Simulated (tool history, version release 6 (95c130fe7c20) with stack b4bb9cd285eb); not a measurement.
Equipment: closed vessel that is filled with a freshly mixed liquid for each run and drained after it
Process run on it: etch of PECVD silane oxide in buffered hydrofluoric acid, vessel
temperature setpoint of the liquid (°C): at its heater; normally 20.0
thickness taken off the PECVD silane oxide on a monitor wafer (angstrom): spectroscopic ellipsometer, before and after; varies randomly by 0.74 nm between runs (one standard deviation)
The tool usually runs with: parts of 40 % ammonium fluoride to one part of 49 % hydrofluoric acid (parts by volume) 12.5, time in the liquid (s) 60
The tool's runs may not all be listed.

| run | hour | temperature setpoint of the liquid (°C) | parts of 40 % ammonium fluoride to one part of 49 % hydrofluoric acid (parts by volume) | time in the liquid (s) | read-back film thickness of the PECVD silane oxide reference wafer, read on the same gauge (nm) | thickness taken off the PECVD silane oxide on a monitor wafer (angstrom) |
|---|---|---|---|---|---|---|
| 1 | 0.0 | 20.0 | 12.5 | 60 | 100.01 | 963.6 |
| 2 | 77.5 | 20.0 | 12.5 | 60 | 100.01 | 939.0 |
| 3 | 147.5 | 20.0 | 12.5 | 60 | 99.98 | 931.1 |
| 4 | 242.3 | 20.0 | 12.5 | 60 | 99.99 | 920.7 |
| 5 | 313.1 | 20.0 | 12.5 | 60 | 99.99 | 933.8 |
| 6 | 381.5 | 20.0 | 12.5 | 60 | 100.00 | 934.2 |
| 7 | 445.9 | 20.0 | 12.5 | 60 | 100.00 | 904.2 |
| 8 | 502.5 | 20.0 | 12.5 | 60 | 100.02 | 916.4 |
|  | 541.2 | hydrofluoric acid flow meter replaced |
| 9 | 560.9 | 20.0 | 12.5 | 60 | 100.01 | 956.1 |
| 10 | 620.5 | 20.0 | 12.5 | 60 | 100.02 | 948.7 |
| 11 | 665.8 | 20.0 | 12.5 | 60 | 100.00 | 949.1 |
| 12 | 730.0 | 20.0 | 12.5 | 60 | 100.00 | 928.6 |
| 13 | 781.7 | 23.0 | 9.0 | 60 | 100.01 | 1469.8 |
| 14 | 863.4 | 23.0 | 9.0 | 60 | 100.00 | 1480.9 |
| 15 | 932.0 | 20.0 | 12.5 | 60 | 99.99 | 923.5 |
| 16 | 1010.7 | 17.0 | 14.0 | 30 | 100.01 | 350.3 |
| 17 | 1048.1 | 17.5 | 17.0 | 30 | 100.01 | 295.1 |
| 18 | 1121.8 | 20.0 | 12.5 | 60 | 100.00 | 900.0 |
| 19 | 1199.9 | 20.0 | 12.5 | 60 | 100.02 | 900.9 |
|  | 1244.2 | thermometer replaced |
|  | 1247.4 | hydrofluoric acid flow meter replaced |
| 20 | 1265.2 | 22.5 | 12.5 | 45 | 100.01 | 832.5 |
|  | 1277.2 | gauge calibrated |
| 21 | 1315.7 | 20.0 | 12.5 | 60 | 99.99 | 951.2 |
| 22 | 1393.8 | 20.0 | 12.5 | 60 | 99.98 | 944.3 |
| 23 | 1480.4 | 23.5 | 11.0 | 80 | 99.99 | 1724.0 |
| 24 | 1516.6 | 18.5 | 15.0 | 95 | 100.00 | 1131.5 |
| 25 | 1594.2 | 17.0 | 12.5 | 60 | 99.98 | 789.0 |
| 26 | 1630.7 | 24.0 | 8.5 | 85 | 99.99 | 2279.9 |
| 27 | 1832.4 | 17.5 | 12.5 | 60 | 100.00 | 804.2 |
| 28 | 1906.1 | 17.0 | 12.5 | 90 | 100.02 | 1130.7 |
|  | 1958.6 | hydrofluoric acid flow meter replaced |
| 29 | 1994.8 | 20.0 | 10.5 | 30 | 100.03 | 574.8 |

The tool's hidden state at each run:
liquid hotter than its thermometer reads (K): 0 in every run
gauge reads high (%): 0 in every run
H1: hydrofluoric acid flow below the setpoint (%)
| run | H1 |
|---|---|
| 1 | 1.51 |
| 2 | 2.13 |
| 3 | 2.7 |
| 4 | 3.46 |
| 5 | 4.03 |
| 6 | 4.58 |
| 7 | 5.09 |
| 8 | 5.55 |
| 9 | 0.902 |
| 10 | 1.38 |
| 11 | 1.74 |
| 12 | 2.26 |
| 13 | 2.68 |
| 14 | 3.33 |
| 15 | 3.88 |
| 16 | 4.52 |
| 17 | 4.82 |
| 18 | 5.41 |
| 19 | 6.04 |
| 20 | 0.699 |
| 21 | 1.1 |
| 22 | 1.73 |
| 23 | 2.43 |
| 24 | 2.72 |
| 25 | 3.34 |
| 26 | 3.64 |
| 27 | 5.26 |
| 28 | 5.85 |
| 29 | 0.599 |

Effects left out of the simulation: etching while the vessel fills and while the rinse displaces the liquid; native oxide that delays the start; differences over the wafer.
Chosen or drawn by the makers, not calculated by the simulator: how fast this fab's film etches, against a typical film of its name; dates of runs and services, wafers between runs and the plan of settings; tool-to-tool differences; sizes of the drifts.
